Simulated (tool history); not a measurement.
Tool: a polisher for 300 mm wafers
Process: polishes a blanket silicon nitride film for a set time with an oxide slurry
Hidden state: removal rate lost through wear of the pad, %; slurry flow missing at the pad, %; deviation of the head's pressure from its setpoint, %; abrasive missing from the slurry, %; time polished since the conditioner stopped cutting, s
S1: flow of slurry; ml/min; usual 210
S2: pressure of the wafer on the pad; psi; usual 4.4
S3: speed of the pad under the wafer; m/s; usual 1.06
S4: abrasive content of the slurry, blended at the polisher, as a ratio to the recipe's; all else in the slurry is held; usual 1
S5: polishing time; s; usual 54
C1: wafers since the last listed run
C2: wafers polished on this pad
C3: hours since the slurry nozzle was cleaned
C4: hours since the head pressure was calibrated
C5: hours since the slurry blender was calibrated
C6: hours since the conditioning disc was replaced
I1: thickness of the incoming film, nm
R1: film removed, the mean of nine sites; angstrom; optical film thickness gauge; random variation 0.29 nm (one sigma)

| run | day | S1 | S2 | S3 | S4 | S5 | C1 | C2 | C3 | C4 | C5 | C6 | I1 | R1 |
|---|---|---|---|---|---|---|---|---|---|---|---|---|---|---|
| 1 | 0 | 210 | 4.4 | 1.06 | 1 | 54 | 0 | 225 | 19.5 | 1157.7 | 66.2 | 125.6 | 410.3 | 373 |
| 2 | 0.712 | 210 | 4.4 | 1.06 | 1 | 54 | 107 | 332 | 36.6 | 1174.8 | 83.3 | 142.7 | 409.5 | 376 |
| 3 | 1.262 | 210 | 4.4 | 1.06 | 1 | 54 | 82 | 415 | 49.8 | 1188 | 96.5 | 155.9 | 407.4 | 373 |
| 4 | 3.396 | 185 | 3.7 | 1.06 | 1.2 | 54 | 320 | 735 | 101 | 1239.2 | 147.7 | 207.1 | 407.5 | 346 |
| 5 | 3.775 | 210 | 4.4 | 1.06 | 1 | 54 | 56 | 792 | 110.1 | 1248.3 | 156.8 | 216.2 | 417.1 | 374 |
| 6 | 4.162 | 190 | 4.4 | 1.06 | 1.25 | 39 | 58 | 850 | 119.4 | 1257.6 | 166.1 | 225.5 | 412.4 | 290 |
|  | 4.583 | worn pad replaced by a new one |
| 7 | 4.762 | 210 | 4.4 | 1.06 | 1 | 54 | 65 | 27 | 133.8 | 1272 | 180.5 | 239.9 | 402 | 373 |
| 8 | 5.067 | 180 | 4.4 | 0.7 | 1 | 54 | 45 | 72 | 141.1 | 1279.3 | 187.8 | 247.2 | 408.9 | 295 |
| 9 | 5.612 | 210 | 3.1 | 1.06 | 1.1 | 54 | 81 | 154 | 154.2 | 1292.4 | 200.9 | 260.3 | 414 | 299 |
| 10 | 6.233 | 190 | 3.7 | 1.06 | 0.9 | 54 | 93 | 247 | 169.1 | 1307.3 | 215.8 | 275.2 | 410.5 | 306 |
| 11 | 6.679 | 210 | 5.2 | 1.06 | 1 | 54 | 66 | 314 | 179.8 | 1318 | 226.5 | 285.9 | 412.4 | 415 |
|  | 7.142 | head pressure recalibrated |
| 12 | 8.421 | 245 | 3.8 | 1.06 | 1.1 | 45 | 249 | 563 | 221.6 | 30.7 | 268.3 | 327.7 | 416.7 | 290 |
|  | 8.854 | conditioning disc replaced and pad reconditioned |
| 13 | 9.129 | 210 | 4.4 | 1.06 | 1.3 | 54 | 93 | 657 | 238.6 | 47.7 | 285.3 | 6.6 | 411.6 | 427 |
| 14 | 9.846 | 210 | 4.4 | 1.06 | 1 | 54 | 107 | 765 | 255.8 | 64.9 | 302.5 | 23.8 | 408.3 | 385 |
| 15 | 10.425 | 210 | 3.9 | 0.9 | 1 | 54 | 86 | 852 | 269.7 | 78.8 | 316.4 | 37.7 | 409.9 | 318 |
|  | 10.938 | worn pad replaced by a new one |
| 16 | 10.962 | 255 | 4.4 | 1.06 | 1 | 54 | 55 | 3 | 282.6 | 91.7 | 329.3 | 50.6 | 413.3 | 393 |
| 17 | 11.479 | 210 | 5.9 | 1.06 | 1 | 54 | 77 | 81 | 295 | 104.1 | 341.7 | 63 | 417 | 489 |
| 18 | 11.762 | 210 | 4.4 | 1.06 | 1 | 54 | 42 | 124 | 301.8 | 110.9 | 348.5 | 69.8 | 415.2 | 383 |
| 19 | 12.296 | 265 | 2.9 | 0.9 | 1 | 60 | 80 | 204 | 314.6 | 123.7 | 361.3 | 82.6 | 410.9 | 297 |
| 20 | 12.992 | 210 | 5.6 | 1.34 | 0.9 | 47 | 104 | 308 | 331.3 | 140.4 | 378 | 99.3 | 403.4 | 438 |
| 21 | 13.304 | 260 | 5.5 | 1.06 | 1 | 54 | 46 | 355 | 338.8 | 147.9 | 385.5 | 106.8 | 412 | 464 |
| 22 | 14.05 | 210 | 4.4 | 1.06 | 1 | 54 | 112 | 467 | 356.7 | 165.8 | 403.4 | 124.7 | 402.6 | 388 |
| 23 | 14.571 | 210 | 4.4 | 1.06 | 1 | 54 | 78 | 545 | 369.2 | 178.3 | 415.9 | 137.2 | 404.2 | 380 |
| 24 | 14.858 | 210 | 5.7 | 1.42 | 1.2 | 54 | 43 | 588 | 376.1 | 185.2 | 422.8 | 144.1 | 403.9 | 594 |
| 25 | 15.283 | 160 | 5.7 | 0.82 | 1.25 | 54 | 63 | 652 | 386.3 | 195.4 | 433 | 154.3 | 413.8 | 435 |
| 26 | 15.904 | 210 | 5.2 | 0.74 | 1.15 | 45 | 93 | 746 | 401.2 | 210.3 | 447.9 | 169.2 | 406.7 | 316 |

What the log doesn't show, run by run:
removal rate lost through wear of the pad, %: 0 in every run
slurry flow missing at the pad, %: 0 in every run
deviation of the head's pressure from its setpoint, %: 0 in every run
abrasive missing from the slurry, %: 0 in every run
H1: time polished since the conditioner stopped cutting, s
| run | H1 |
|---|---|
| 1 | 23.7 |
| 2 | 26.3 |
| 3 | 28.6 |
| 4 | 39.3 |
| 5 | 41.6 |
| 6 | 44 |
| 7 | 47.8 |
| 8 | 49.9 |
| 9 | 53.7 |
| 10 | 58.4 |
| 11 | 61.8 |
| 12 | 76.7 |
| 13 | 2.82 |
| 14 | 3.12 |
| 15 | 3.61 |
| 16 | 4.27 |
| 17 | 5.09 |
| 18 | 5.61 |
| 19 | 6.74 |
| 20 | 8.5 |
| 21 | 9.39 |
| 22 | 11.8 |
| 23 | 13.7 |
| 24 | 14.8 |
| 25 | 16.6 |
| 26 | 19.4 |
